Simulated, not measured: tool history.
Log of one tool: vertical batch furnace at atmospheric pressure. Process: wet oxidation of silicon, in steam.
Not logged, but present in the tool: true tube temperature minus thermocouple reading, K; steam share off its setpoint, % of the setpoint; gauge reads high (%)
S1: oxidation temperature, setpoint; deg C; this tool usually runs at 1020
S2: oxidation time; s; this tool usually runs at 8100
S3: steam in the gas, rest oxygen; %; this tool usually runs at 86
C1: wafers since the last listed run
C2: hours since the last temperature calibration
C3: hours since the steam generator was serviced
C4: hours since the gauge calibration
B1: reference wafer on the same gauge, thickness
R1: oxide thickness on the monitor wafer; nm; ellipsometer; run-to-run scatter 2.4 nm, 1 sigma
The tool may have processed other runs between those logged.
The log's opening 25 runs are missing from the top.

run 26 day=53.775 | S1=1010 S2=4530 S3=93 | C1=393 C2=143.9 C3=564.6 C4=623.4 | B1=683.69 | R1=478.04
run 27 day=54.958 | S1=1020 S2=6840 S3=86 | C1=180 C2=172.3 C3=593 C4=651.8 | B1=682.85 | R1=621.67
run 28 day=57.521 | S1=1041 S2=9960 S3=93 | C1=391 C2=233.8 C3=654.5 C4=713.3 | B1=682.75 | R1=906.85
run 29 day=60.429 | S1=1039 S2=4470 S3=95 | C1=444 C2=303.6 C3=724.3 C4=783.1 | B1=682.66 | R1=565.27
run 30 day=68.908 | S1=1020 S2=8100 S3=97 | C1=1294 C2=507.1 C3=927.8 C4=986.6 | B1=682.87 | R1=739.2
run 31 day=70.046 | S1=1020 S2=8100 S3=86 | C1=173 C2=534.4 C3=955.1 C4=1013.9 | B1=682.7 | R1=686.59
run 32 day=72.5 | S1=1020 S2=8100 S3=86 | C1=374 C2=593.3 C3=1014 C4=1072.8 | B1=683.31 | R1=688.56
run 33 day=75.396 | S1=1020 S2=8100 S3=86 | C1=442 C2=662.8 C3=1083.5 C4=1142.3 | B1=682.72 | R1=684.92
run 34 day=78.296 | S1=1020 S2=8100 S3=86 | C1=442 C2=732.4 C3=1153.1 C4=1211.9 | B1=683.77 | R1=681.97
run 35 day=80.533 | S1=1020 S2=8100 S3=86 | C1=341 C2=786.1 C3=1206.8 C4=1265.6 | B1=682.46 | R1=688.65
run 36 day=83.192 | S1=1040 S2=10500 S3=86 | C1=405 C2=849.9 C3=1270.6 C4=1329.4 | B1=682.54 | R1=877.23
-- day=84.004 gauge calibrated
run 37 day=86.067 | S1=1004 S2=8100 S3=78 | C1=439 C2=918.9 C3=1339.6 C4=49.5 | B1=683.13 | R1=584.83
run 38 day=88.817 | S1=1020 S2=8100 S3=86 | C1=419 C2=984.9 C3=1405.6 C4=115.5 | B1=683.13 | R1=685.05

Each row is a separate what-if for the run after 38, all from the same tool condition, not one after another. Results?
run A day=89.075 | S1=1020 S2=8100 S3=86 | C1=39 C2=991.1 C3=1411.8 C4=121.7 | B1=? | R1=?
run B day=89.075 | S1=1020 S2=8100 S3=91 | C1=39 C2=991.1 C3=1411.8 C4=121.7 | B1=? | R1=?
run C day=89.075 | S1=1038 S2=8100 S3=77 | C1=39 C2=991.1 C3=1411.8 C4=121.7 | B1=? | R1=?

run=A B1=682.71 R1=683.23
run=B B1=682.71 R1=707.13
run=C B1=682.71 R1=701.23
With the hidden condition removed and each run's random variation left untouched, the same runs would have given:
run=A R1=710.62
run=B R1=735.35
run=C R1=728.61

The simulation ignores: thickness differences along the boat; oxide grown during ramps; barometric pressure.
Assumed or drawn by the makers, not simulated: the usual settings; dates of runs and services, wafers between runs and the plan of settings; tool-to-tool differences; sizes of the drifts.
